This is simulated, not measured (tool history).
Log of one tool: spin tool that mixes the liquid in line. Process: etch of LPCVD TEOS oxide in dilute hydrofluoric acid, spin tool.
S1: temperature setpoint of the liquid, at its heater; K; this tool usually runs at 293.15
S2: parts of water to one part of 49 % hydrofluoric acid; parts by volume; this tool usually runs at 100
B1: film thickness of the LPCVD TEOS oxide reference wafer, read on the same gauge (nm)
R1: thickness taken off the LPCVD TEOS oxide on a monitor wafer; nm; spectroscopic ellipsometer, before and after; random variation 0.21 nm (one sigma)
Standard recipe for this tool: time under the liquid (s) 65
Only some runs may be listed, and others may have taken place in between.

{"run": 1, "day": 0.0, "S1": 290.15, "S2": 100, "time under the liquid (s)": 45, "B1": 30.01, "R1": 15.66}
{"run": 2, "day": 0.488, "S1": 293.15, "S2": 100, "time under the liquid (s)": 65, "B1": 30.02, "R1": 25.38}
{"run": 3, "day": 1.154, "S1": 293.15, "S2": 100, "time under the liquid (s)": 65, "B1": 29.98, "R1": 25.44}
{"run": 4, "day": 2.579, "S1": 293.15, "S2": 100, "time under the liquid (s)": 65, "B1": 30.02, "R1": 25.46}
{"run": 5, "day": 3.142, "S1": 293.15, "S2": 70, "time under the liquid (s)": 65, "B1": 30, "R1": 37.67}
{"run": 6, "day": 3.679, "S1": 290.15, "S2": 100, "time under the liquid (s)": 65, "B1": 30.01, "R1": 22.46}
{"run": 7, "day": 4.121, "S1": 293.15, "S2": 100, "time under the liquid (s)": 80, "B1": 30.02, "R1": 31.24}
{"run": 8, "day": 4.471, "S1": 293.15, "S2": 100, "time under the liquid (s)": 80, "B1": 30.01, "R1": 31.61}
{"day": 4.942, "done": "gauge calibrated"}
{"run": 9, "day": 5.162, "S1": 293.15, "S2": 100, "time under the liquid (s)": 80, "B1": 30, "R1": 31.12}
{"run": 10, "day": 5.688, "S1": 295.15, "S2": 100, "time under the liquid (s)": 65, "B1": 29.99, "R1": 27.79}
{"run": 11, "day": 6.421, "S1": 293.15, "S2": 100, "time under the liquid (s)": 65, "B1": 30.02, "R1": 25.34}
{"run": 12, "day": 7.133, "S1": 293.15, "S2": 100, "time under the liquid (s)": 65, "B1": 29.98, "R1": 25.46}
{"run": 13, "day": 7.867, "S1": 293.15, "S2": 100, "time under the liquid (s)": 65, "B1": 29.98, "R1": 25.18}
{"day": 8.483, "done": "thermometer replaced"}
{"run": 14, "day": 9.5, "S1": 293.15, "S2": 100, "time under the liquid (s)": 65, "B1": 30, "R1": 28.15}
{"run": 15, "day": 9.804, "S1": 293.15, "S2": 100, "time under the liquid (s)": 65, "B1": 30.02, "R1": 28.45}
{"day": 9.975, "done": "hydrofluoric acid flow meter replaced"}
{"run": 16, "day": 10.471, "S1": 293.15, "S2": 100, "time under the liquid (s)": 65, "B1": 30.02, "R1": 27.97}
{"run": 17, "day": 12.238, "S1": 293.15, "S2": 100, "time under the liquid (s)": 65, "B1": 29.97, "R1": 28.19}
{"run": 18, "day": 12.512, "S1": 294.65, "S2": 100, "time under the liquid (s)": 65, "B1": 30.01, "R1": 29.93}
{"run": 19, "day": 12.767, "S1": 293.15, "S2": 100, "time under the liquid (s)": 65, "B1": 30.02, "R1": 28.17}
{"run": 20, "day": 13.471, "S1": 298.15, "S2": 75, "time under the liquid (s)": 95, "B1": 29.98, "R1": 69.99}
{"run": 21, "day": 13.95, "S1": 293.15, "S2": 55, "time under the liquid (s)": 65, "B1": 30, "R1": 53.83}
{"run": 22, "day": 14.462, "S1": 293.15, "S2": 100, "time under the liquid (s)": 30, "B1": 30, "R1": 13.04}
{"day": 14.883, "done": "gauge calibrated"}
{"run": 23, "day": 15.038, "S1": 293.15, "S2": 100, "time under the liquid (s)": 65, "B1": 30, "R1": 27.98}
{"run": 24, "day": 15.425, "S1": 293.15, "S2": 100, "time under the liquid (s)": 65, "B1": 30, "R1": 27.9}
{"run": 25, "day": 15.712, "S1": 295.15, "S2": 60, "time under the liquid (s)": 95, "B1": 30.01, "R1": 78.15}
{"run": 26, "day": 16.071, "S1": 293.15, "S2": 80, "time under the liquid (s)": 80, "B1": 30.01, "R1": 44.51}
{"run": 27, "day": 16.392, "S1": 290.15, "S2": 130, "time under the liquid (s)": 30, "B1": 29.98, "R1": 8.43}
{"run": 28, "day": 17.096, "S1": 293.15, "S2": 100, "time under the liquid (s)": 65, "B1": 29.97, "R1": 27.72}
{"run": 29, "day": 17.762, "S1": 295.65, "S2": 100, "time under the liquid (s)": 90, "B1": 29.97, "R1": 42.58}
{"run": 30, "day": 18.354, "S1": 290.65, "S2": 55, "time under the liquid (s)": 90, "B1": 29.99, "R1": 67.09}
{"run": 31, "day": 19.079, "S1": 293.15, "S2": 100, "time under the liquid (s)": 65, "B1": 30.01, "R1": 27.83}
{"run": 32, "day": 19.338, "S1": 293.15, "S2": 150, "time under the liquid (s)": 65, "B1": 29.99, "R1": 17.71}

Here are 4 independent what-if runs from the current tool condition. What would each one return?
{"run": "A", "day": 19.354, "S1": 293.15, "S2": 100, "time under the liquid (s)": 65, "B1": "?", "R1": "?"}
{"run": "B", "day": 19.354, "S1": 291.15, "S2": 100, "time under the liquid (s)": 65, "B1": "?", "R1": "?"}
{"run": "C", "day": 19.354, "S1": 290.15, "S2": 100, "time under the liquid (s)": 105, "B1": "?", "R1": "?"}
{"run": "D", "day": 19.354, "S1": 293.15, "S2": 135, "time under the liquid (s)": 35, "B1": "?", "R1": "?"}

run=A B1=30.01 R1=28.28
run=B B1=30.01 R1=26.02
run=C B1=30.01 R1=40.3
run=D B1=30.01 R1=10.86
Without the tool's unlogged condition, the same runs would have read:
run=A R1=28.76
run=B R1=26.48
run=C R1=41.01
run=D R1=11.04
